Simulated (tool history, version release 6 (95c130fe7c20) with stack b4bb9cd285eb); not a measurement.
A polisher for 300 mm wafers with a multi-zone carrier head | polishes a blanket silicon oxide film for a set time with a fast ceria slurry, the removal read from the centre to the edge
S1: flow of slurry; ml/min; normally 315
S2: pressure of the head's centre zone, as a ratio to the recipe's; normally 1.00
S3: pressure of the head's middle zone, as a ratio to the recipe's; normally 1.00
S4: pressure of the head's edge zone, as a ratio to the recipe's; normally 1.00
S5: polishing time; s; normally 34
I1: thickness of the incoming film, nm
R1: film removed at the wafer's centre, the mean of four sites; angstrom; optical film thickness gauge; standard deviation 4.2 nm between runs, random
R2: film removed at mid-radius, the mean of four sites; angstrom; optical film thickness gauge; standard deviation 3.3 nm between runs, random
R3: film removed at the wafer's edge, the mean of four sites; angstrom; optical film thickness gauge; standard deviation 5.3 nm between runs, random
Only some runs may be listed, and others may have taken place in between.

| run | day | S1 | S2 | S3 | S4 | S5 | I1 | R1 | R2 | R3 |
|---|---|---|---|---|---|---|---|---|---|---|
| 1 | 0.000 | 380 | 1.00 | 1.00 | 1.00 | 34 | 2684.3 | 3466 | 3695 | 3632 |
|  | 2.054 | edge zone pressure recalibrated |
| 2 | 3.592 | 380 | 1.00 | 1.00 | 1.00 | 34 | 2694.4 | 3446 | 3642 | 3599 |
|  | 4.054 | worn pad replaced by a new one |
| 3 | 5.788 | 315 | 0.95 | 1.00 | 1.00 | 34 | 2680.0 | 3183 | 3624 | 3601 |
| 4 | 6.938 | 315 | 1.00 | 1.00 | 1.00 | 34 | 2689.0 | 3324 | 3601 | 3683 |
| 5 | 7.600 | 230 | 1.00 | 1.00 | 1.00 | 23 | 2677.0 | 2134 | 2360 | 2363 |
| 6 | 8.779 | 270 | 0.95 | 1.00 | 1.00 | 26 | 2719.2 | 2355 | 2706 | 2684 |
| 7 | 9.642 | 270 | 0.96 | 1.00 | 1.00 | 34 | 2719.6 | 3177 | 3509 | 3510 |
| 8 | 10.650 | 210 | 1.00 | 1.00 | 1.00 | 34 | 2695.5 | 3032 | 3399 | 3411 |
|  | 11.208 | worn pad replaced by a new one |
| 9 | 11.229 | 360 | 1.05 | 1.06 | 1.00 | 43 | 2690.4 | 4319 | 4893 | 4579 |
|  | 11.512 | centre zone pressure recalibrated |
| 10 | 11.854 | 380 | 1.00 | 1.00 | 1.00 | 34 | 2696.0 | 3586 | 3649 | 3675 |
|  | 12.417 | carrier head's membrane replaced by a new one |
| 11 | 13.008 | 315 | 0.91 | 1.00 | 1.00 | 34 | 2699.8 | 3236 | 3613 | 3632 |
| 12 | 14.246 | 315 | 0.91 | 1.06 | 1.06 | 40 | 2663.7 | 3844 | 4456 | 4401 |
|  | 14.471 | slurry nozzle cleaned |
| 13 | 15.704 | 390 | 0.92 | 1.00 | 1.00 | 34 | 2665.3 | 3233 | 3676 | 3707 |
| 14 | 16.679 | 315 | 0.92 | 1.11 | 1.11 | 34 | 2704.5 | 3204 | 3944 | 3716 |
| 15 | 17.362 | 315 | 1.03 | 1.00 | 1.00 | 38 | 2690.7 | 3893 | 4063 | 3983 |
|  | 17.804 | edge zone pressure recalibrated |
| 16 | 18.421 | 315 | 1.00 | 0.91 | 0.94 | 34 | 2657.8 | 3375 | 3324 | 3531 |
| 17 | 19.154 | 315 | 0.97 | 1.00 | 1.00 | 24 | 2669.2 | 2316 | 2513 | 2492 |
|  | 20.175 | worn pad replaced by a new one |
| 18 | 20.625 | 315 | 1.00 | 0.96 | 1.00 | 34 | 2689.5 | 3391 | 3538 | 3606 |
| 19 | 21.204 | 315 | 0.95 | 1.00 | 1.09 | 41 | 2638.4 | 4014 | 4382 | 4400 |
| 20 | 21.754 | 375 | 0.90 | 1.00 | 1.00 | 34 | 2718.4 | 3271 | 3678 | 3672 |
| 21 | 23.212 | 410 | 0.94 | 1.00 | 1.00 | 34 | 2689.4 | 3323 | 3757 | 3660 |
| 22 | 24.133 | 315 | 1.00 | 1.00 | 1.00 | 34 | 2709.6 | 3462 | 3564 | 3540 |
| 23 | 24.979 | 315 | 0.92 | 1.11 | 1.11 | 34 | 2659.6 | 3155 | 3951 | 3798 |

Consider 3 possible next runs. They are alternatives, not a sequence: every one starts from the tool as it was left by run 23. What does each give?
| A | 24.996 | 315 | 1.00 | 1.00 | 1.00 | 34 | 2713.6 | ? | ? | ? |
| B | 24.996 | 315 | 1.00 | 1.00 | 0.88 | 34 | 2713.6 | ? | ? | ? |
| C | 24.996 | 225 | 0.91 | 1.00 | 1.05 | 34 | 2713.6 | ? | ? | ? |

| run | R1 | R2 | R3 |
|---|---|---|---|
| A | 3357 | 3604 | 3510 |
| B | 3357 | 3605 | 3306 |
| C | 2992 | 3454 | 3479 |
Had the tool no hidden state, the same runs would have come out as:
| run | R1 | R2 | R3 |
|---|---|---|---|
| A | 3521 | 3603 | 3510 |
| B | 3521 | 3604 | 3306 |
| C | 3139 | 3454 | 3479 |
